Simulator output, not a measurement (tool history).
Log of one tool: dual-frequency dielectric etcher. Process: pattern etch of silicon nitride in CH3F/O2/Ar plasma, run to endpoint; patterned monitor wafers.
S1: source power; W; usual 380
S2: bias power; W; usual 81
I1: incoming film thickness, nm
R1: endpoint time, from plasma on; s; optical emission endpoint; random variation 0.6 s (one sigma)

| run | hour | S1 | S2 | I1 | R1 |
|---|---|---|---|---|---|
| 1 | 0 | 380 | 96 | 51.7 | 64.7 |
| 2 | 47.9 | 380 | 96 | 51.8 | 63.7 |
| 3 | 125.1 | 380 | 96 | 51.4 | 63.6 |
| 4 | 186.1 | 380 | 81 | 51.2 | 67.4 |
| 5 | 248.2 | 380 | 81 | 51.5 | 67.9 |
| 6 | 334.4 | 350 | 81 | 51.2 | 68.2 |
| 7 | 428.1 | 350 | 81 | 51.9 | 68.5 |
| 8 | 523.5 | 380 | 81 | 51.7 | 66.4 |
|  | 578.7 | wet clean of the chamber |
| 9 | 604.7 | 380 | 81 | 52.2 | 71.6 |
| 10 | 685.6 | 380 | 81 | 51.6 | 69.5 |
| 11 | 774.5 | 430 | 68 | 52 | 73.2 |
| 12 | 826.6 | 380 | 81 | 51.4 | 68 |
| 13 | 909.7 | 380 | 67 | 52 | 75.1 |
| 14 | 1011.6 | 350 | 94 | 51.9 | 64.9 |
| 15 | 1048.2 | 380 | 81 | 51.6 | 67.5 |
|  | 1077.9 | upper electrode replaced, of another model than before |
| 16 | 1092.2 | 430 | 70 | 52.2 | 74.2 |
|  | 1165.8 | wet clean of the chamber |
| 17 | 1166.3 | 480 | 68 | 51.8 | 75.8 |
|  | 1170.9 | source power generator calibrated |
|  | 1353.9 | bias power generator calibrated |
| 18 | 1460.1 | 380 | 81 | 51.4 | 67.7 |
| 19 | 1515.3 | 430 | 94 | 51.8 | 61.3 |
| 20 | 1621.3 | 430 | 73 | 51.6 | 71.6 |
| 21 | 1668.1 | 330 | 81 | 51.8 | 68.5 |
|  | 1736.3 | wet clean of the chamber |
| 22 | 1745 | 340 | 100 | 51 | 61.2 |
| 23 | 1819.9 | 340 | 68 | 51.7 | 78.6 |

3 ways to go on from here, each from the tool as it stands after run 23. What would each give?
| A | 1820.3 | 410 | 81 | 51.7 | ? |
| B | 1820.3 | 430 | 71 | 51.7 | ? |
| C | 1820.3 | 320 | 89 | 51.7 | ? |

| run | R1 |
|---|---|
| A | 69.2 |
| B | 75.2 |
| C | 67.3 |
Without the tool's hidden state the same runs would have given:
| run | R1 |
|---|---|
| A | 69.9 |
| B | 75.9 |
| C | 67.9 |
